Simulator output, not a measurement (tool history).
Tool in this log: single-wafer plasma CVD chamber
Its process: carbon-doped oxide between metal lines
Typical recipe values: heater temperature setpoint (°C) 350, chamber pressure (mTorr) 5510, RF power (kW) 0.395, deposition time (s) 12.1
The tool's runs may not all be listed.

| run | day | heater temperature setpoint (°C) | chamber pressure (mTorr) | RF power (kW) | deposition time (s) | wafers since the last listed run | hours since the last thermocouple change | hours since the last RF generator calibration | hours since the last manometer calibration | hours since the showerhead was replaced | hours since the gauge calibration | read-back reference wafer on the same gauge, thickness_nm | mean film thickness on the monitor wafer (angstrom) |
|---|---|---|---|---|---|---|---|---|---|---|---|---|---|
| 1 | 0.000 | 350 | 5510 | 0.395 | 12.1 | 0 | 616.3 | 1064.8 | 903.8 | 7151.1 | 236.7 | 50.828 | 565.26 |
| 2 | 1.221 | 350 | 5510 | 0.395 | 12.1 | 550 | 645.6 | 1094.1 | 933.1 | 7180.4 | 266.0 | 50.962 | 565.43 |
| 3 | 2.250 | 350 | 5510 | 0.395 | 12.1 | 464 | 670.3 | 1118.8 | 957.8 | 7205.1 | 290.7 | 50.911 | 567.75 |
| 4 | 3.700 | 350 | 5510 | 0.395 | 13.1 | 654 | 705.1 | 1153.6 | 992.6 | 7239.9 | 325.5 | 50.920 | 613.65 |
| 5 | 4.746 | 350 | 5510 | 0.395 | 13.1 | 471 | 730.2 | 1178.7 | 1017.7 | 7265.0 | 350.6 | 50.889 | 613.92 |
| 6 | 5.625 | 350 | 5910 | 0.395 | 12.1 | 396 | 751.3 | 1199.8 | 1038.8 | 7286.1 | 371.7 | 50.935 | 572.34 |
| 7 | 6.321 | 350 | 6060 | 0.445 | 12.1 | 313 | 768.0 | 1216.5 | 1055.5 | 7302.8 | 388.4 | 50.911 | 620.72 |
| 8 | 7.771 | 350 | 6060 | 0.445 | 12.1 | 654 | 802.8 | 1251.3 | 1090.3 | 7337.6 | 423.2 | 50.901 | 617.52 |
| 9 | 8.454 | 350 | 5510 | 0.395 | 11.6 | 308 | 819.2 | 1267.7 | 1106.7 | 7354.0 | 439.6 | 50.975 | 549.72 |
| 10 | 9.571 | 350 | 5510 | 0.395 | 11.6 | 503 | 846.0 | 1294.5 | 1133.5 | 7380.8 | 466.4 | 50.902 | 543.52 |
|  | 10.567 | gauge calibrated |
| 11 | 11.783 | 350 | 5510 | 0.395 | 12.1 | 998 | 899.1 | 1347.6 | 1186.6 | 7433.9 | 29.2 | 50.907 | 567.86 |
|  | 12.462 | showerhead replaced |
| 12 | 12.850 | 350 | 5510 | 0.430 | 12.1 | 330 | 924.7 | 1373.2 | 1212.2 | 9.3 | 54.8 | 50.783 | 599.01 |
|  | 13.446 | capacitance manometer re-zeroed and calibrated |
|  | 13.454 | thermocouple changed; heater temperature recalibrated |
| 13 | 13.608 | 335 | 5510 | 0.395 | 12.1 | 187 | 3.7 | 1391.4 | 3.9 | 27.5 | 73.0 | 50.847 | 597.73 |
| 14 | 14.238 | 350 | 5510 | 0.395 | 12.1 | 283 | 18.8 | 1406.5 | 19.0 | 42.6 | 88.1 | 50.930 | 568.49 |
| 15 | 15.604 | 356 | 5510 | 0.395 | 14.5 | 616 | 51.6 | 1439.3 | 51.8 | 75.4 | 120.9 | 50.836 | 665.12 |
|  | 16.233 | RF generator calibrated |
| 16 | 16.512 | 350 | 5510 | 0.335 | 12.1 | 259 | 73.4 | 6.7 | 73.6 | 97.2 | 142.7 | 50.819 | 511.11 |
| 17 | 17.442 | 350 | 6060 | 0.445 | 12.1 | 419 | 95.7 | 29.0 | 95.9 | 119.5 | 165.0 | 50.947 | 616.69 |
| 18 | 18.062 | 350 | 5510 | 0.395 | 12.1 | 280 | 110.6 | 43.9 | 110.8 | 134.4 | 179.9 | 50.871 | 568.96 |
| 19 | 19.229 | 350 | 5510 | 0.455 | 10.0 | 526 | 138.6 | 71.9 | 138.8 | 162.4 | 207.9 | 50.917 | 515.42 |
| 20 | 19.900 | 350 | 5510 | 0.320 | 12.1 | 302 | 154.7 | 88.0 | 154.9 | 178.5 | 224.0 | 50.992 | 496.40 |
| 21 | 21.021 | 364 | 6070 | 0.395 | 12.1 | 505 | 181.6 | 114.9 | 181.8 | 205.4 | 250.9 | 50.905 | 549.08 |

Here are 4 independent what-if runs from the current tool condition. What would each one return?
| A | 21.038 | 350 | 5510 | 0.395 | 12.1 | 7 | 182.0 | 115.3 | 182.2 | 205.8 | 251.3 | ? | ? |
| B | 21.038 | 350 | 4570 | 0.395 | 12.1 | 7 | 182.0 | 115.3 | 182.2 | 205.8 | 251.3 | ? | ? |
| C | 21.038 | 350 | 4450 | 0.395 | 14.4 | 7 | 182.0 | 115.3 | 182.2 | 205.8 | 251.3 | ? | ? |
| D | 21.038 | 354 | 5510 | 0.395 | 13.3 | 7 | 182.0 | 115.3 | 182.2 | 205.8 | 251.3 | ? | ? |

| run | read-back reference wafer on the same gauge, thickness_nm | mean film thickness on the monitor wafer (angstrom) |
|---|---|---|
| A | 50.935 | 567.21 |
| B | 50.935 | 550.63 |
| C | 50.935 | 650.73 |
| D | 50.935 | 614.82 |
With no hidden state in the tool, these same runs would have given:
| run | mean film thickness on the monitor wafer (angstrom) |
|---|---|
| A | 567.21 |
| B | 550.63 |
| C | 650.73 |
| D | 614.82 |
